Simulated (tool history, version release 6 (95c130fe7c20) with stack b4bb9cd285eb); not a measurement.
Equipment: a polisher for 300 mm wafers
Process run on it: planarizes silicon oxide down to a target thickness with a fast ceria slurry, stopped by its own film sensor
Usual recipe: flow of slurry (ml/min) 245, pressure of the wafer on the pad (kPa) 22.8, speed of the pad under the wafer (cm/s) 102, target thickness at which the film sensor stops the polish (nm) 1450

run,day,flow of slurry (ml/min),pressure of the wafer on the pad (kPa),speed of the pad under the wafer (cm/s),target thickness at which the film sensor stops the polish (nm),wafers since the last listed run,wafers polished on this pad,hours since the slurry nozzle was cleaned,hours since the head pressure was calibrated,"incoming thickness of the incoming film, nm",time until the film sensor stopped the polish (s)
1,0,245,22.8,102,1450,0,1673,177.6,676.1,2907,102.9
2,1.638,245,22.8,102,1450,404,2077,216.9,715.4,2863,103.2
# day 6.104: slurry nozzle cleaned
# day 7.833: worn pad replaced by a new one
3,8.062,245,22.8,102,1450,1535,56,47,869.6,2880.8,95.7
4,11.029,295,22.8,120,1450,732,789,118.2,940.8,2844.6,84.6
5,16.058,295,22.8,120,1450,1241,2031,238.9,1061.5,2895.8,91.2
6,17.446,275,22.8,102,1119,342,2373,272.2,1094.8,2901.5,121.6
7,19.392,275,22.8,102,1119,480,2854,318.9,1141.5,2842.2,121.1
# day 19.688: slurry nozzle cleaned
8,21.767,245,22.8,102,1450,576,3430,49.9,1198.5,2900.6,95.7
# day 23.879: head pressure recalibrated
9,23.9,245,22.8,102,1450,506,3936,101.1,0.5,2837,94.6
# day 24.817: worn pad replaced by a new one
10,25.758,245,29,102,1450,417,232,145.7,45.1,2849.5,78.1
11,26.775,245,17.9,126,1450,251,483,170.1,69.5,2901.9,109.8
12,28.525,245,17.9,126,1450,432,915,212.1,111.5,2924.9,112
13,30.988,245,17.9,126,1450,608,1523,271.2,170.6,2884,112.7
14,32.567,245,22.8,102,1450,389,1913,309.1,208.5,2867.8,99.1
# day 34.467: slurry nozzle cleaned
15,35.508,245,22.8,102,1450,716,2629,25,279.1,2908.6,95.7
16,36.925,245,22.8,102,1450,349,2979,59,313.1,2905.7,97.2
17,38.333,245,29.6,102,1450,347,3327,92.8,346.9,2878.8,74.7
# day 40.038: worn pad replaced by a new one
18,41.1,330,18.6,102,1450,642,261,159.2,413.3,2900.7,117
19,42.1,245,22.8,102,1934,246,508,183.2,437.3,2929,68.9
20,44.275,245,22.8,102,1450,537,1045,235.4,489.5,2917.4,102.6
21,45.858,245,22.8,102,1450,390,1436,273.4,527.5,2880.9,104.1
22,47.804,245,22.8,102,1450,480,1917,320.1,574.2,2923.3,104.8
# day 49.446: slurry nozzle cleaned
23,50.438,200,29,102,1915,639,2557,23.8,637.4,2832.2,50.8
24,51.858,245,19.3,102,1450,350,2908,57.9,671.5,2906.6,115.2
25,53.042,300,17.2,102,1769,292,3200,86.3,699.9,2860.3,94.4
26,54.908,245,22.8,102,1450,460,3661,131.1,744.7,2879.5,99.9
# day 55.412: worn pad replaced by a new one
27,62.012,300,22.8,118,1450,1713,1629,301.6,915.2,2881.6,90.5
28,63.758,245,22.8,102,1689,431,2060,343.5,957.1,2892.2,86.1
# day 65.142: slurry nozzle cleaned
29,65.862,245,22.8,70,1450,509,2569,17.3,1007.6,2873,117.2
30,67.942,165,19.3,102,1450,513,3083,67.2,1057.5,2942.4,122.7
31,70.008,245,22.8,102,1934,510,3593,116.8,1107.1,2872.3,63.4
# day 70.833: worn pad replaced by a new one
# day 72.179: head pressure recalibrated
32,72.304,270,22.8,102,1450,505,342,171.9,3,2888.3,99.6
33,74.942,190,27.6,102,1450,651,993,235.2,66.3,2901,90.1

The same runs without the tool's hidden state, with the same run-to-run variation:
The hidden state here: removal rate lost through wear of the pad, %; slurry flow missing at the pad, %; deviation of the head's pressure from its setpoint, %.
run,time until the film sensor stopped the polish (s)
1,94.5
2,93.8
3,93
4,80.6
5,84.6
6,111.6
7,110.6
8,93.7
9,90.9
10,74.1
11,103.5
12,104.7
13,104.3
14,91.4
15,94.3
16,94.5
17,71.6
18,111.7
19,64.3
20,94.7
21,95.5
22,95.6
23,49.7
24,111.5
25,91
26,94
27,83.5
28,77.6
29,115.9
30,116.8
31,60.3
32,93.7
33,81.2
